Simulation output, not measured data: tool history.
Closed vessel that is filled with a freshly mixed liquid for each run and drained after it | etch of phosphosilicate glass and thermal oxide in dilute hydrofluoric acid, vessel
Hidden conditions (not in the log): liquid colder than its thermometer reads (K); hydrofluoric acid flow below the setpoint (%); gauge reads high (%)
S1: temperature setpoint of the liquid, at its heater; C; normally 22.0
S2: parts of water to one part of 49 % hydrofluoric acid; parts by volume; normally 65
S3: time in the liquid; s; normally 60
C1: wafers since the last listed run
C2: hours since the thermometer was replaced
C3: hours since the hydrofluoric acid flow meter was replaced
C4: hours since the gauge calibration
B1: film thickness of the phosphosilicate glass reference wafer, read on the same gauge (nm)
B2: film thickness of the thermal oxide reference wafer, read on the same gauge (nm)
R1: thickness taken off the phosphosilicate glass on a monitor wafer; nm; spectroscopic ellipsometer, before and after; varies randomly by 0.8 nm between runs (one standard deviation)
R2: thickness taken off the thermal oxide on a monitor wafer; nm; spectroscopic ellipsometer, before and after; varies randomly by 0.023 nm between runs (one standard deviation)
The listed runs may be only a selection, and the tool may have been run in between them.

run 1 hour=0.0 | S1=22.0 S2=65 S3=60 | C1=0 C2=1663.0 C3=688.2 C4=59.2 | B1=150.00 B2=130.042 | R1=119.57 R2=3.540
run 2 hour=15.8 | S1=22.0 S2=65 S3=60 | C1=1809 C2=1678.8 C3=704.0 C4=75.0 | B1=150.00 B2=129.997 | R1=119.49 R2=3.492
run 3 hour=30.6 | S1=22.0 S2=55 S3=60 | C1=1695 C2=1693.6 C3=718.8 C4=89.8 | B1=150.01 B2=130.003 | R1=142.28 R2=4.180
run 4 hour=48.5 | S1=22.0 S2=65 S3=60 | C1=2050 C2=1711.5 C3=736.7 C4=107.7 | B1=150.00 B2=129.967 | R1=118.41 R2=3.470
run 5 hour=72.2 | S1=22.0 S2=65 S3=60 | C1=2714 C2=1735.2 C3=760.4 C4=131.4 | B1=149.99 B2=129.966 | R1=119.08 R2=3.515
run 6 hour=84.4 | S1=22.0 S2=65 S3=60 | C1=1397 C2=1747.4 C3=772.6 C4=143.6 | B1=150.01 B2=130.028 | R1=119.00 R2=3.519
run 7 hour=107.3 | S1=22.0 S2=65 S3=60 | C1=2622 C2=1770.3 C3=795.5 C4=166.5 | B1=149.99 B2=130.000 | R1=117.27 R2=3.483
run 8 hour=124.8 | S1=22.0 S2=65 S3=60 | C1=2004 C2=1787.8 C3=813.0 C4=184.0 | B1=149.99 B2=129.990 | R1=119.53 R2=3.505
run 9 hour=158.6 | S1=22.0 S2=65 S3=60 | C1=3871 C2=1821.6 C3=846.8 C4=217.8 | B1=150.01 B2=129.993 | R1=116.58 R2=3.489
run 10 hour=175.9 | S1=18.5 S2=65 S3=60 | C1=1981 C2=1838.9 C3=864.1 C4=235.1 | B1=150.01 B2=129.991 | R1=100.74 R2=2.996
run 11 hour=198.7 | S1=18.5 S2=65 S3=60 | C1=2611 C2=1861.7 C3=886.9 C4=257.9 | B1=150.00 B2=129.997 | R1=100.41 R2=2.975
run 12 hour=229.9 | S1=19.5 S2=65 S3=60 | C1=3573 C2=1892.9 C3=918.1 C4=289.1 | B1=150.01 B2=130.022 | R1=105.07 R2=3.102
-- hour=243.7 thermometer replaced
run 13 hour=259.4 | S1=26.5 S2=65 S3=60 | C1=3264 C2=15.7 C3=947.6 C4=318.6 | B1=150.01 B2=129.999 | R1=153.21 R2=4.488
run 14 hour=285.1 | S1=22.0 S2=90 S3=75 | C1=2943 C2=41.4 C3=973.3 C4=344.3 | B1=150.04 B2=129.997 | R1=110.92 R2=3.233
-- hour=343.9 hydrofluoric acid flow meter replaced
run 15 hour=370.1 | S1=26.5 S2=65 S3=60 | C1=9620 C2=126.4 C3=26.2 C4=429.3 | B1=150.03 B2=129.982 | R1=159.19 R2=4.646
run 16 hour=403.6 | S1=22.0 S2=65 S3=60 | C1=3836 C2=159.9 C3=59.7 C4=462.8 | B1=149.99 B2=130.030 | R1=130.37 R2=3.879
run 17 hour=427.2 | S1=27.0 S2=50 S3=70 | C1=2702 C2=183.5 C3=83.3 C4=486.4 | B1=150.00 B2=130.004 | R1=249.02 R2=7.342
run 18 hour=462.8 | S1=22.0 S2=65 S3=90 | C1=4077 C2=219.1 C3=118.9 C4=522.0 | B1=150.00 B2=129.991 | R1=194.77 R2=5.773
run 19 hour=477.1 | S1=20.5 S2=90 S3=95 | C1=1637 C2=233.4 C3=133.2 C4=536.3 | B1=150.00 B2=130.007 | R1=135.19 R2=4.033
-- hour=496.4 gauge calibrated
run 20 hour=506.2 | S1=25.0 S2=95 S3=60 | C1=3332 C2=262.5 C3=162.3 C4=9.8 | B1=150.02 B2=130.026 | R1=96.49 R2=2.871
run 21 hour=520.6 | S1=22.0 S2=80 S3=70 | C1=1649 C2=276.9 C3=176.7 C4=24.2 | B1=150.00 B2=129.978 | R1=121.80 R2=3.539
run 22 hour=539.1 | S1=17.0 S2=45 S3=75 | C1=2118 C2=295.4 C3=195.2 C4=42.7 | B1=149.97 B2=129.999 | R1=193.40 R2=5.784
run 23 hour=559.3 | S1=22.0 S2=65 S3=60 | C1=2313 C2=315.6 C3=215.4 C4=62.9 | B1=150.02 B2=129.985 | R1=128.91 R2=3.837
run 24 hour=587.6 | S1=22.0 S2=65 S3=60 | C1=3241 C2=343.9 C3=243.7 C4=91.2 | B1=150.00 B2=129.996 | R1=128.83 R2=3.799
run 25 hour=622.6 | S1=22.0 S2=65 S3=60 | C1=4008 C2=378.9 C3=278.7 C4=126.2 | B1=149.99 B2=130.009 | R1=129.19 R2=3.787

3 options for the next run, each taken on its own from the tool as it stands now. Forecast them:
run A hour=623.3 | S1=22.0 S2=65 S3=60 | C1=80 C2=379.6 C3=279.4 C4=126.9 | B1=? B2=? | R1=? R2=?
run B hour=623.3 | S1=19.5 S2=65 S3=75 | C1=80 C2=379.6 C3=279.4 C4=126.9 | B1=? B2=? | R1=? R2=?
run C hour=623.3 | S1=24.0 S2=85 S3=80 | C1=80 C2=379.6 C3=279.4 C4=126.9 | B1=? B2=? | R1=? R2=?

run=A B1=150.01 B2=129.959 R1=128.49 R2=3.810
run=B B1=150.01 B2=129.959 R1=144.64 R2=4.289
run=C B1=150.01 B2=129.959 R1=138.64 R2=4.111
What these runs would have given with no unlogged condition in the tool:
run=A R1=132.52 R2=3.930
run=B R1=149.22 R2=4.425
run=C R1=142.96 R2=4.239

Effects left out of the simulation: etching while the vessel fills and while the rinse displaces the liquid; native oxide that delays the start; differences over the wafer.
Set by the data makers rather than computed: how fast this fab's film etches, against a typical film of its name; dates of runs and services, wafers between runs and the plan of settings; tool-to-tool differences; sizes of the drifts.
